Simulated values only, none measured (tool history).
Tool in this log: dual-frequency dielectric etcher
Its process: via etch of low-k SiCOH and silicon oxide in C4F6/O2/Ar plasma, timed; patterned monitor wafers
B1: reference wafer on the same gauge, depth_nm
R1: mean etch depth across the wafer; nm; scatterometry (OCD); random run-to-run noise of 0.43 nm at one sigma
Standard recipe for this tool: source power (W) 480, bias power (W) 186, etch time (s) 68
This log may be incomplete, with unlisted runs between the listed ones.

{"run": 1, "hour": 0.0, "source power (W)": 480, "bias power (W)": 186, "etch time (s)": 68, "B1": 178, "R1": 214.8}
{"run": 2, "hour": 13.3, "source power (W)": 480, "bias power (W)": 186, "etch time (s)": 68, "B1": 178, "R1": 214.9}
{"run": 3, "hour": 41.3, "source power (W)": 480, "bias power (W)": 186, "etch time (s)": 68, "B1": 178, "R1": 214.8}
{"hour": 94.3, "done": "wet clean of the chamber"}
{"run": 4, "hour": 94.8, "source power (W)": 480, "bias power (W)": 170, "etch time (s)": 54.5, "B1": 178, "R1": 162.5}
{"run": 5, "hour": 103.3, "source power (W)": 480, "bias power (W)": 170, "etch time (s)": 54.5, "B1": 177.9, "R1": 163.1}
{"run": 6, "hour": 137.9, "source power (W)": 480, "bias power (W)": 154, "etch time (s)": 68, "B1": 178, "R1": 195.1}
{"run": 7, "hour": 154.5, "source power (W)": 480, "bias power (W)": 154, "etch time (s)": 68, "B1": 178, "R1": 196}
{"run": 8, "hour": 172.2, "source power (W)": 480, "bias power (W)": 186, "etch time (s)": 68, "B1": 178, "R1": 212.3}
{"run": 9, "hour": 184.8, "source power (W)": 480, "bias power (W)": 186, "etch time (s)": 68, "B1": 178, "R1": 212.1}
{"run": 10, "hour": 197.7, "source power (W)": 480, "bias power (W)": 186, "etch time (s)": 68, "B1": 177.9, "R1": 212.9}
{"run": 11, "hour": 217.7, "source power (W)": 480, "bias power (W)": 186, "etch time (s)": 68, "B1": 178, "R1": 212.6}
{"run": 12, "hour": 234.6, "source power (W)": 480, "bias power (W)": 186, "etch time (s)": 68, "B1": 178, "R1": 213}
{"run": 13, "hour": 250.5, "source power (W)": 510, "bias power (W)": 186, "etch time (s)": 68, "B1": 178, "R1": 221.4}
{"run": 14, "hour": 285.1, "source power (W)": 480, "bias power (W)": 186, "etch time (s)": 68, "B1": 178, "R1": 213.4}
{"hour": 302.6, "done": "gauge calibrated"}
{"run": 15, "hour": 314.6, "source power (W)": 540, "bias power (W)": 198, "etch time (s)": 80.5, "B1": 178, "R1": 279.3}
{"hour": 348.2, "done": "upper electrode replaced"}
{"run": 16, "hour": 348.7, "source power (W)": 370, "bias power (W)": 202, "etch time (s)": 68, "B1": 178, "R1": 185}
{"run": 17, "hour": 349.1, "source power (W)": 480, "bias power (W)": 221, "etch time (s)": 68, "B1": 178, "R1": 229.7}
{"run": 18, "hour": 366.5, "source power (W)": 520, "bias power (W)": 154, "etch time (s)": 74, "B1": 178, "R1": 226.7}
{"run": 19, "hour": 379.7, "source power (W)": 520, "bias power (W)": 167, "etch time (s)": 81.5, "B1": 178, "R1": 257.7}
{"hour": 389.6, "done": "source power generator calibrated"}
{"hour": 405.3, "done": "bias power generator calibrated"}
{"run": 20, "hour": 405.8, "source power (W)": 480, "bias power (W)": 186, "etch time (s)": 85.5, "B1": 178.1, "R1": 276.4}
{"run": 21, "hour": 423.6, "source power (W)": 480, "bias power (W)": 186, "etch time (s)": 68, "B1": 178, "R1": 219.6}
{"hour": 458.8, "done": "wet clean of the chamber"}
{"run": 22, "hour": 459.3, "source power (W)": 480, "bias power (W)": 186, "etch time (s)": 68, "B1": 178.1, "R1": 215.7}
{"run": 23, "hour": 473.4, "source power (W)": 450, "bias power (W)": 186, "etch time (s)": 85.5, "B1": 178, "R1": 261.2}
{"run": 24, "hour": 501.6, "source power (W)": 480, "bias power (W)": 186, "etch time (s)": 68, "B1": 178, "R1": 215.6}
{"run": 25, "hour": 521.4, "source power (W)": 400, "bias power (W)": 148, "etch time (s)": 62, "B1": 178, "R1": 157.6}
{"run": 26, "hour": 542.7, "source power (W)": 480, "bias power (W)": 220, "etch time (s)": 68, "B1": 178, "R1": 232.5}
{"run": 27, "hour": 555.6, "source power (W)": 370, "bias power (W)": 186, "etch time (s)": 83, "B1": 178, "R1": 220.8}
{"run": 28, "hour": 578.8, "source power (W)": 570, "bias power (W)": 158, "etch time (s)": 54.5, "B1": 177.9, "R1": 179.5}
{"run": 29, "hour": 613.0, "source power (W)": 580, "bias power (W)": 161, "etch time (s)": 68, "B1": 178, "R1": 228.4}
{"run": 30, "hour": 644.0, "source power (W)": 410, "bias power (W)": 217, "etch time (s)": 80, "B1": 178, "R1": 245.8}

List, for all runs, the conditions of the tool that the log does not record:
source power that arrives over what is set, %: 0 in every run
gauge reads high (%): 0 in every run
H1: etch rate over this chamber's usual, %
H2: bias power that arrives over what is set, %
run=1 H1=1.59 H2=-4.85
run=2 H1=1.66 H2=-4.86
run=3 H1=1.82 H2=-4.88
run=4 H1=-0.0391 H2=-4.92
run=5 H1=0.00795 H2=-4.92
run=6 H1=0.2 H2=-4.94
run=7 H1=0.291 H2=-4.95
run=8 H1=0.39 H2=-4.96
run=9 H1=0.459 H2=-4.96
run=10 H1=0.531 H2=-4.97
run=11 H1=0.641 H2=-4.98
run=12 H1=0.735 H2=-4.99
run=13 H1=0.823 H2=-5
run=14 H1=1.01 H2=-5.01
run=15 H1=1.18 H2=-5.02
run=16 H1=1.37 H2=-5.04
run=17 H1=1.37 H2=-5.04
run=18 H1=1.47 H2=-5.04
run=19 H1=1.54 H2=-5.05
run=20 H1=1.68 H2=-0.0233
run=21 H1=1.78 H2=-0.187
run=22 H1=0.184 H2=-0.501
run=23 H1=0.262 H2=-0.619
run=24 H1=0.418 H2=-0.848
run=25 H1=0.528 H2=-1
run=26 H1=0.646 H2=-1.16
run=27 H1=0.717 H2=-1.25
run=28 H1=0.846 H2=-1.42
run=29 H1=1.04 H2=-1.64
run=30 H1=1.21 H2=-1.84
